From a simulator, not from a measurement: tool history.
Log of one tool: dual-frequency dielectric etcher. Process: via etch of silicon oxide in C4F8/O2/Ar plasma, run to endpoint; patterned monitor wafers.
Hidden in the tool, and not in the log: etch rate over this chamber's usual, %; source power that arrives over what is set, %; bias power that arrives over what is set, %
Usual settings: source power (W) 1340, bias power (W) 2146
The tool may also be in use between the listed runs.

run    hour  source power (W)  bias power (W)  wafers since the last listed run  hours since the last wet clean  hours since the last source power generator calibration  hours since the last bias power generator calibration  hours since the last upper electrode change  incoming incoming film thickness, nm  endpoint time (s)
  1     0.0              1340            2146                                 0                           272.1                                                   2798.5                                                 3328.9                                       4763.6                                1220.6              284.0
  2   104.1              1340            2146                               489                           376.2                                                   2902.6                                                 3433.0                                       4867.7                                1222.6              281.9
  3   179.9              1340            2146                               356                           452.0                                                   2978.4                                                 3508.8                                       4943.5                                1217.4              276.5
      252.7  -- wet clean of the chamber
  4   253.2              1600            1946                               231                             0.5                                                   3051.7                                                 3582.1                                       5016.8                                1206.4              278.1
  5   326.6              1600            1946                               344                            73.9                                                   3125.1                                                 3655.5                                       5090.2                                1212.4              276.5
  6   373.0              1600            1946                               218                           120.3                                                   3171.5                                                 3701.9                                       5136.6                                1206.4              274.7
  7   423.4              1340            1725                               236                           170.7                                                   3221.9                                                 3752.3                                       5187.0                                1208.6              299.6
  8   662.2              1340            1725                              1122                           409.5                                                   3460.7                                                 3991.1                                       5425.8                                1209.6              292.7
  9   713.4              1510            2146                               240                           460.7                                                   3511.9                                                 4042.3                                       5477.0                                1213.7              269.5
      775.3  -- wet clean of the chamber
 10   911.3              1340            2559                               817                           136.0                                                   3709.8                                                 4240.2                                       5674.9                                1211.8              254.7
 11   976.5              1340            2559                               306                           201.2                                                   3775.0                                                 4305.4                                       5740.1                                1207.0              252.3
     1039.7  -- upper electrode replaced
 12  1062.6              1340            2146                               291                           287.3                                                   3861.1                                                 4391.5                                         22.9                                1221.6              267.5
 13  1125.2              1340            2146                               294                           349.9                                                   3923.7                                                 4454.1                                         85.5                                1211.5              267.7
 14  1165.3              1340            2146                               188                           390.0                                                   3963.8                                                 4494.2                                        125.6                                1221.5              272.3
     1234.5  -- source power generator calibrated
 15  1258.9              1250            1735                               421                           483.6                                                     24.4                                                 4587.8                                        219.2                                1205.2              288.5
     1341.2  -- wet clean of the chamber, repeated, since the last time left the tool worse
 16  1361.5              1340            1725                               369                            20.3                                                    127.0                                                 4690.4                                        321.8                                1216.9              300.9
 17  1465.7              1120            2484                               489                           124.5                                                    231.2                                                 4794.6                                        426.0                                1215.8              280.3
 18  1536.8              1340            2654                               334                           195.6                                                    302.3                                                 4865.7                                        497.1                                1219.1              261.8
     1567.0  -- bias power generator calibrated
 19  1590.0              1520            2284                               231                           248.8                                                    355.5                                                   23.0                                        550.3                                1222.3              268.8
 20  1685.4              1550            1725                               448                           344.2                                                    450.9                                                  118.4                                        645.7                                1214.2              289.0
     1840.5  -- wet clean of the chamber
 21  1963.9              1340            2146                              1196                           123.4                                                    729.4                                                  396.9                                        924.2                                1227.8              282.6
 22  2054.8              1340            2011                               427                           214.3                                                    820.3                                                  487.8                                       1015.1                                1196.7              282.7
 23  2110.8              1660            2321                               263                           270.3                                                    876.3                                                  543.8                                       1071.1                                1193.9              255.7
 24  2185.9              1180            2146                               352                           345.4                                                    951.4                                                  618.9                                       1146.2                                1204.6              285.5
 25  2284.6              1590            1624                               463                           444.1                                                   1050.1                                                  717.6                                       1244.9                                1214.4              288.9
 26  2334.0              1630            1694                               232                           493.5                                                   1099.5                                                  767.0                                       1294.3                                1212.9              285.1
     2367.9  -- wet clean of the chamber
 27  2374.3              1620            2146                                76                             6.4                                                   1139.8                                                  807.3                                       1334.6                                1211.4              269.1

How the hidden state differs across the entries between the runs, from the last listed run before each to the first after it:
Between runs 3 and 4: wet clean of the chamber (hour 252.7)
  etch rate over this chamber's usual, %: 1.59 -> 0.267
  measured less the result without the state, endpoint time (s): -4.4 -> -0.8
Between runs 9 and 10: wet clean of the chamber (hour 775.3)
  etch rate over this chamber's usual, %: 2.3 -> 5
  measured less the result without the state, endpoint time (s): -6.3 -> -12.7
Between runs 11 and 12: upper electrode replaced (hour 1039.7)
  etch rate over this chamber's usual, %: 5.29 -> 5.67
  measured less the result without the state, endpoint time (s): -13.4 -> -15.2
Between runs 14 and 15: source power generator calibrated (hour 1234.5)
  etch rate over this chamber's usual, %: 6.12 -> 6.54
  measured less the result without the state, endpoint time (s): -16.7 -> -18.9
Between runs 15 and 16: wet clean of the chamber, repeated, since the last time left the tool worse (hour 1341.2)
  etch rate over this chamber's usual, %: 6.54 -> 0.0743
  measured less the result without the state, endpoint time (s): -18.9 -> -0.2
Between runs 18 and 19: bias power generator calibrated (hour 1567.0)
  etch rate over this chamber's usual, %: 0.85 -> 1.09
  measured less the result without the state, endpoint time (s): -2.3 -> -2.9
Between runs 20 and 21: wet clean of the chamber (hour 1840.5)
  etch rate over this chamber's usual, %: 1.51 -> 0.657
  measured less the result without the state, endpoint time (s): -4.4 -> -1.9
Between runs 26 and 27: wet clean of the chamber (hour 2367.9)
  etch rate over this chamber's usual, %: 2.29 -> 0.509
  measured less the result without the state, endpoint time (s): -6.6 -> -1.4

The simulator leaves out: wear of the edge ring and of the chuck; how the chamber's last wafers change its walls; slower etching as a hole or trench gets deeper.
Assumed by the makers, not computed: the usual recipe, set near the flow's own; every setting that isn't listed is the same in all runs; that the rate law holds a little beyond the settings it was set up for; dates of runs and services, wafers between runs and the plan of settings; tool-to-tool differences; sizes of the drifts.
